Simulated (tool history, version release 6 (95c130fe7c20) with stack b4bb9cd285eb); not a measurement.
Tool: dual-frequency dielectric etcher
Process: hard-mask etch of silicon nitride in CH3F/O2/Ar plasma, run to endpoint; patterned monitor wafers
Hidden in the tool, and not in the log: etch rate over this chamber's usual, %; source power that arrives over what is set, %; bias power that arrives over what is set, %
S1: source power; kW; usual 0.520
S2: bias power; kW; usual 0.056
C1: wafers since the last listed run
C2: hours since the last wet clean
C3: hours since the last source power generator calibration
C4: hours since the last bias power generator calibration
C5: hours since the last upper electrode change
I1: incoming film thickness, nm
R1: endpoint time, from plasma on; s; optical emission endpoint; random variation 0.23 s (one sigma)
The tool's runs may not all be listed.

run,hour,S1,S2,C1,C2,C3,C4,C5,I1,R1
1,0.0,0.520,0.056,0,141.6,1011.8,3240.7,1246.8,45.45,61.9
2,67.4,0.520,0.056,915,209.0,1079.2,3308.1,1314.2,45.46,62.2
# hour 234.5: wet clean of the chamber
3,347.5,0.520,0.056,3479,113.0,1359.3,3588.2,1594.3,45.13,61.7
# hour 418.3: source power generator calibrated
4,453.3,0.520,0.056,1382,218.8,35.0,3694.0,1700.1,44.92,61.1
# hour 460.7: bias power generator calibrated
5,497.2,0.520,0.056,542,262.7,78.9,36.5,1744.0,45.03,61.6
6,548.7,0.520,0.056,699,314.2,130.4,88.0,1795.5,44.94,61.8
# hour 577.5: wet clean of the chamber
7,588.5,0.520,0.056,214,11.0,170.2,127.8,1835.3,45.25,61.6
8,695.8,0.520,0.056,1457,118.3,277.5,235.1,1942.6,45.17,62.1
9,764.4,0.520,0.056,931,186.9,346.1,303.7,2011.2,45.77,62.5
10,825.3,0.520,0.056,827,247.8,407.0,364.6,2072.1,45.27,62.3
# hour 887.8: upper electrode replaced
11,899.4,0.520,0.056,680,321.9,481.1,438.7,11.6,45.49,62.6
# hour 945.8: wet clean of the chamber
12,986.8,0.430,0.044,861,41.0,568.5,526.1,99.0,45.34,71.7
13,1025.6,0.460,0.061,527,79.8,607.3,564.9,137.8,44.77,61.4
14,1086.8,0.480,0.061,831,141.0,668.5,626.1,199.0,44.80,60.9
15,1129.8,0.640,0.056,584,184.0,711.5,669.1,242.0,45.04,57.7
16,1178.7,0.570,0.064,664,232.9,760.4,718.0,290.9,45.21,57.2
17,1218.7,0.640,0.065,543,272.9,800.4,758.0,330.9,45.22,55.3
18,1304.1,0.610,0.044,1160,358.3,885.8,843.4,416.3,45.08,64.8

Forecast each of these 3 alternatives for the next run:
A,1304.5,0.520,0.047,5,358.7,886.2,843.8,416.7,44.99,?
B,1304.5,0.620,0.070,5,358.7,886.2,843.8,416.7,44.99,?
C,1304.5,0.470,0.049,5,358.7,886.2,843.8,416.7,44.99,?

run,R1
A,67.1
B,54.0
C,68.2
Without the tool's hidden state the same runs would have given:
run,R1
A,65.7
B,52.9
C,66.8

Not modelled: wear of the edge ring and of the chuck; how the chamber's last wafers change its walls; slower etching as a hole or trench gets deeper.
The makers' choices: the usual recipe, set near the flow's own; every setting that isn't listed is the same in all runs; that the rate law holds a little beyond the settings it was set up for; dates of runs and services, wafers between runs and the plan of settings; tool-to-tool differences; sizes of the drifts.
